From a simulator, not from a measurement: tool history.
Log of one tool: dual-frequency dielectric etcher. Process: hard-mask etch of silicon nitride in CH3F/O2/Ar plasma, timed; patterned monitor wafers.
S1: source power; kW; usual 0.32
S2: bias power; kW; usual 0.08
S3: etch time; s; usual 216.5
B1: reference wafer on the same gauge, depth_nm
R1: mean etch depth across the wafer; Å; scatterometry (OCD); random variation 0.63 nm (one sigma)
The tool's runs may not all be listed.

| run | hour | S1 | S2 | S3 | B1 | R1 |
|---|---|---|---|---|---|---|
| 1 | 0 | 0.32 | 0.093 | 216.5 | 194.1 | 1723 |
| 2 | 8.5 | 0.32 | 0.093 | 216.5 | 193.9 | 1727 |
| 3 | 18.8 | 0.32 | 0.071 | 216.5 | 193.9 | 1538 |
| 4 | 32.3 | 0.32 | 0.071 | 216.5 | 194 | 1545 |
| 5 | 45.9 | 0.32 | 0.094 | 216.5 | 193.8 | 1726 |
| 6 | 62.9 | 0.32 | 0.094 | 216.5 | 194 | 1732 |
| 7 | 79.7 | 0.32 | 0.08 | 216.5 | 193.9 | 1606 |
|  | 117.9 | wet clean of the chamber |
|  | 120 | bias power generator calibrated |
|  | 128 | gauge calibrated |
|  | 132.2 | upper electrode replaced |
| 8 | 132.7 | 0.32 | 0.08 | 216.5 | 194 | 1667 |
| 9 | 133.1 | 0.39 | 0.08 | 278.5 | 194 | 2281 |
| 10 | 133.5 | 0.36 | 0.08 | 216.5 | 194 | 1718 |
| 11 | 133.9 | 0.32 | 0.069 | 216.5 | 194 | 1569 |
|  | 142.5 | source power generator calibrated |
| 12 | 151.1 | 0.37 | 0.086 | 244.5 | 193.9 | 2041 |

Run 13 comes next. What will it give?
| 13 | 165.5 | 0.32 | 0.071 | 216.5 | ? | ? |

Run 13 gave B1 194, R1 1573 Å.
Without the tool's hidden state the same run would have given R1 1590 Å.
